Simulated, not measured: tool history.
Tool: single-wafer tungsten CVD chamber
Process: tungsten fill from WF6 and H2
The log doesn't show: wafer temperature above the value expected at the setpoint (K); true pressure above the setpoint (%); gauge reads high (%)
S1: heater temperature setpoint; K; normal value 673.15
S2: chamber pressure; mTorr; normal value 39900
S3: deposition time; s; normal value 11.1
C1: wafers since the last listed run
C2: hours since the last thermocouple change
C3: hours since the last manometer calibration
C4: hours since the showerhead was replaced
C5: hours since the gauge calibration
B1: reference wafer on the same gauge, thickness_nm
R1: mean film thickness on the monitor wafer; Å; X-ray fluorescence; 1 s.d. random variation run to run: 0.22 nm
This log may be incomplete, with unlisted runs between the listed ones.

{"run": 1, "day": 0.0, "S1": 673.15, "S2": 39900, "S3": 11.1, "C1": 0, "C2": 1573.5, "C3": 1078.1, "C4": 8049.6, "C5": 29.6, "B1": 41.229, "R1": 338.84}
{"run": 2, "day": 1.267, "S1": 673.15, "S2": 39900, "S3": 11.1, "C1": 966, "C2": 1603.9, "C3": 1108.5, "C4": 8080, "C5": 60, "B1": 41.169, "R1": 338.65}
{"run": 3, "day": 4.233, "S1": 673.15, "S2": 39900, "S3": 11.1, "C1": 2263, "C2": 1675.1, "C3": 1179.7, "C4": 8151.2, "C5": 131.2, "B1": 41.281, "R1": 339.5}
{"run": 4, "day": 6.708, "S1": 673.15, "S2": 39900, "S3": 11.1, "C1": 1888, "C2": 1734.5, "C3": 1239.1, "C4": 8210.6, "C5": 190.6, "B1": 41.196, "R1": 338.91}
{"run": 5, "day": 9.638, "S1": 673.15, "S2": 39900, "S3": 11.1, "C1": 2235, "C2": 1804.8, "C3": 1309.4, "C4": 8280.9, "C5": 260.9, "B1": 41.285, "R1": 335.79}
{"run": 6, "day": 10.775, "S1": 673.15, "S2": 39900, "S3": 11.1, "C1": 867, "C2": 1832.1, "C3": 1336.7, "C4": 8308.2, "C5": 288.2, "B1": 41.203, "R1": 338.53}
{"run": 7, "day": 13.1, "S1": 673.15, "S2": 39900, "S3": 11.1, "C1": 1774, "C2": 1887.9, "C3": 1392.5, "C4": 8364, "C5": 344, "B1": 41.21, "R1": 338.09}
{"day": 14.204, "done": "capacitance manometer re-zeroed and calibrated"}
{"run": 8, "day": 15.817, "S1": 673.15, "S2": 39900, "S3": 11.1, "C1": 1818, "C2": 1953.1, "C3": 38.7, "C4": 8429.2, "C5": 409.2, "B1": 41.269, "R1": 337.77}
{"run": 9, "day": 17.254, "S1": 673.15, "S2": 39900, "S3": 11.1, "C1": 1096, "C2": 1987.6, "C3": 73.2, "C4": 8463.7, "C5": 443.7, "B1": 41.164, "R1": 339.71}
{"run": 10, "day": 20.079, "S1": 667.15, "S2": 44100, "S3": 11.1, "C1": 2155, "C2": 2055.4, "C3": 141, "C4": 8531.5, "C5": 511.5, "B1": 41.139, "R1": 303.56}
{"day": 21.975, "done": "showerhead replaced"}
{"run": 11, "day": 21.996, "S1": 662.15, "S2": 36700, "S3": 9.4, "C1": 1208, "C2": 2101.4, "C3": 187, "C4": 0.5, "C5": 557.5, "B1": 41.197, "R1": 216.88}
{"day": 22.558, "done": "thermocouple changed; heater temperature recalibrated"}
{"run": 12, "day": 24.65, "S1": 673.15, "S2": 46400, "S3": 12.1, "C1": 1770, "C2": 50.2, "C3": 250.7, "C4": 64.2, "C5": 621.2, "B1": 41.197, "R1": 416.86}
{"day": 25.062, "done": "gauge calibrated"}
{"run": 13, "day": 27.262, "S1": 661.15, "S2": 32200, "S3": 11.7, "C1": 1993, "C2": 112.9, "C3": 313.4, "C4": 126.9, "C5": 52.8, "B1": 41.163, "R1": 280.4}
{"run": 14, "day": 30.146, "S1": 669.15, "S2": 39900, "S3": 11.1, "C1": 2200, "C2": 182.1, "C3": 382.6, "C4": 196.1, "C5": 122, "B1": 41.169, "R1": 331.61}
{"run": 15, "day": 31.796, "S1": 673.15, "S2": 39900, "S3": 11.1, "C1": 1259, "C2": 221.7, "C3": 422.2, "C4": 235.7, "C5": 161.6, "B1": 41.177, "R1": 357.37}
{"run": 16, "day": 34.625, "S1": 679.15, "S2": 33200, "S3": 9.7, "C1": 2158, "C2": 289.6, "C3": 490.1, "C4": 303.6, "C5": 229.5, "B1": 41.184, "R1": 330.09}
{"run": 17, "day": 36.258, "S1": 673.15, "S2": 39900, "S3": 11.1, "C1": 1246, "C2": 328.8, "C3": 529.3, "C4": 342.8, "C5": 268.7, "B1": 41.227, "R1": 351.72}

Measured result minus the same run's result without the hidden state. Both carry the same run-to-run variation, though not necessarily the same gauge scatter:
run=1 R1=-32.92
run=2 R1=-33.17
run=3 R1=-33.81
run=4 R1=-34.2
run=5 R1=-34.37
run=6 R1=-34.83
run=7 R1=-35.12
run=8 R1=-35.46
run=9 R1=-35.85
run=10 R1=-33.39
run=11 R1=-24.79
run=12 R1=-7.02
run=13 R1=-7.79
run=14 R1=-11.93
run=15 R1=-14.51
run=16 R1=-15.21
run=17 R1=-18.76
